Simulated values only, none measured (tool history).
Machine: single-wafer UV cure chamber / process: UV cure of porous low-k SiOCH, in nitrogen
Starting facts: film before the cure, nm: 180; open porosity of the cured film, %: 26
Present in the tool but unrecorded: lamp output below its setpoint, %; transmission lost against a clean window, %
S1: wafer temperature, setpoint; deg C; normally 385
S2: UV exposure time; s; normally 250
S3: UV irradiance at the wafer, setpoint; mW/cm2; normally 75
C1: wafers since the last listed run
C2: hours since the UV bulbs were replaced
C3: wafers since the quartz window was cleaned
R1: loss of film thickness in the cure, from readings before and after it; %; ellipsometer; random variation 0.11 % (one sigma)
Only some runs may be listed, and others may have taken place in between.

Run 1, hour 0.0: usual settings; C1 0; C2 1973.3; C3 3897. Result: R1 12.888 %.
Run 2, hour 10.2: usual settings; C1 53; C2 1983.5; C3 3951. Result: R1 12.659 %.
Run 3, hour 20.1: usual settings; C1 52; C2 1993.4; C3 4003. Result: R1 12.595 %.
Run 4, hour 35.8: usual settings; C1 82; C2 2009.1; C3 4086. Result: R1 12.456 %.
Run 5, hour 48.7: usual settings; C1 67; C2 2022.0; C3 4153. Result: R1 12.567 %.
Run 6, hour 66.2: usual settings; C1 92; C2 2039.5; C3 4245. Result: R1 12.589 %.
Run 7, hour 115.2: usual settings; C1 257; C2 2088.5; C3 4503. Result: R1 12.591 %.
Run 8, hour 126.8: usual settings; C1 61; C2 2100.1; C3 4564. Result: R1 12.425 %.
Run 9, hour 140.9: usual settings; C1 74; C2 2114.2; C3 4638. Result: R1 12.575 %.
Run 10, hour 147.8: usual settings; C1 36; C2 2121.1; C3 4675. Result: R1 12.411 %.
Run 11, hour 161.2: usual settings but S3 85 mW/cm2; C1 70; C2 2134.5; C3 4745. Result: R1 13.062 %.
At hour 170.3: UV bulbs replaced.
Run 12, hour 172.5: usual settings but S1 370 deg C, S2 350 s; C1 17; C2 2.2; C3 4762. Result: R1 13.833 %.
At hour 190.4: quartz window cleaned.
Run 13, hour 190.9: usual settings but S1 396 deg C, S2 190 s, S3 64 mW/cm2; C1 54; C2 20.6; C3 2. Result: R1 11.518 %.
Run 14, hour 193.4: usual settings but S1 366 deg C, S3 108 mW/cm2; C1 13; C2 23.1; C3 15. Result: R1 15.375 %.
Run 15, hour 210.6: usual settings; C1 90; C2 40.3; C3 106. Result: R1 13.750 %.
Run 16, hour 227.9: usual settings; C1 90; C2 57.6; C3 197. Result: R1 13.684 %.
Run 17, hour 238.7: usual settings but S1 366 deg C, S2 115 s, S3 62 mW/cm2; C1 56; C2 68.4; C3 254. Result: R1 8.352 %.
Run 18, hour 250.0: usual settings but S1 397 deg C; C1 59; C2 79.7; C3 313. Result: R1 13.935 %.
Run 19, hour 263.7: usual settings but S1 400 deg C, S2 205 s; C1 72; C2 93.4; C3 385. Result: R1 13.036 %.
Run 20, hour 279.5: usual settings but S2 195 s, S3 99 mW/cm2; C1 83; C2 109.2; C3 468. Result: R1 13.718 %.
Run 21, hour 293.5: usual settings but S1 393 deg C, S2 125 s; C1 73; C2 123.2; C3 542. Result: R1 10.177 %.
Run 22, hour 311.2: usual settings; C1 93; C2 140.9; C3 635. Result: R1 13.615 %.
Run 23, hour 325.8: usual settings but S1 366 deg C, S2 170 s; C1 76; C2 155.5; C3 712. Result: R1 11.044 %.

Take each entry between the runs: how does the hidden state at the last listed run before it differ from the hidden state at the first listed run after it?
From run 11 to run 12: UV bulbs replaced (hour 170.3)
  transmission lost against a clean window, %: 22.9 -> 23.2
  measured minus no-state result, R1: -1.391 -> -1.428 %
From run 12 to run 13: quartz window cleaned (hour 190.4)
  transmission lost against a clean window, %: 23.2 -> 1.31
  measured minus no-state result, R1: -1.428 -> -0.067 %

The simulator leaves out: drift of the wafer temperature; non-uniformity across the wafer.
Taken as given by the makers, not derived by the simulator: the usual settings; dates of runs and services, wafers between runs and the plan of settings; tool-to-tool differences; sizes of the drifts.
